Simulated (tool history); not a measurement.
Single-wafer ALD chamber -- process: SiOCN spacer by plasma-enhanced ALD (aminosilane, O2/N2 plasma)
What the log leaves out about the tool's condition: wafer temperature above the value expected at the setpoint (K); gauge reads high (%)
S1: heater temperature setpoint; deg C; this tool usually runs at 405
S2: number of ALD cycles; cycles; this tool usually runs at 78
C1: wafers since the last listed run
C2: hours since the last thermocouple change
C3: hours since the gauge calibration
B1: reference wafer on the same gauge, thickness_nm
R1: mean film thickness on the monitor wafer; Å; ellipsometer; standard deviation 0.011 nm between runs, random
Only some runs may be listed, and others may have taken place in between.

run,hour,S1,S2,C1,C2,C3,B1,R1
1,0,405,78,0,2253.9,453,3.938,45.37
2,68,405,82,137,2321.9,521,3.939,47.89
# hour 126.8: gauge calibrated
3,129.3,405,78,124,2383.2,2.5,3.937,45.23
4,153.6,405,78,49,2407.5,26.8,3.938,45.23
5,225.4,405,78,145,2479.3,98.6,3.94,45.37
6,276.6,394,67,103,2530.5,149.8,3.938,39.54
7,310.3,405,78,68,2564.2,183.5,3.94,45.34
8,346.2,405,78,72,2600.1,219.4,3.942,45.23
9,375.2,405,78,58,2629.1,248.4,3.939,45.38
10,441.1,395,78,133,2695,314.3,3.938,45.98
# hour 474.7: thermocouple changed; heater temperature recalibrated
11,476,412,85,54,1.3,349.2,3.94,48.47
# hour 590.2: gauge calibrated
12,625,405,78,302,150.3,34.8,3.941,45.2
13,682.3,413,86,116,207.6,92.1,3.941,49.01
14,739.3,394,72,115,264.6,149.1,3.941,42.51
15,773.6,393,68,69,298.9,183.4,3.941,40.14
16,810.1,411,78,73,335.4,219.9,3.94,44.75
17,858.5,405,78,98,383.8,268.3,3.94,45.23
18,907.9,405,70,100,433.2,317.7,3.94,40.61

Branching from run 18: 3 alternative next runs. What would each branch give?
A,908.5,405,78,1,433.8,318.3,?,?
B,908.5,392,90,1,433.8,318.3,?,?
C,908.5,417,86,1,433.8,318.3,?,?

run,B1,R1
A,3.94,45.32
B,3.94,53.09
C,3.94,48.36
Had the tool no hidden state, the same runs would have come out as:
run,R1
A,45.32
B,53.09
C,48.36
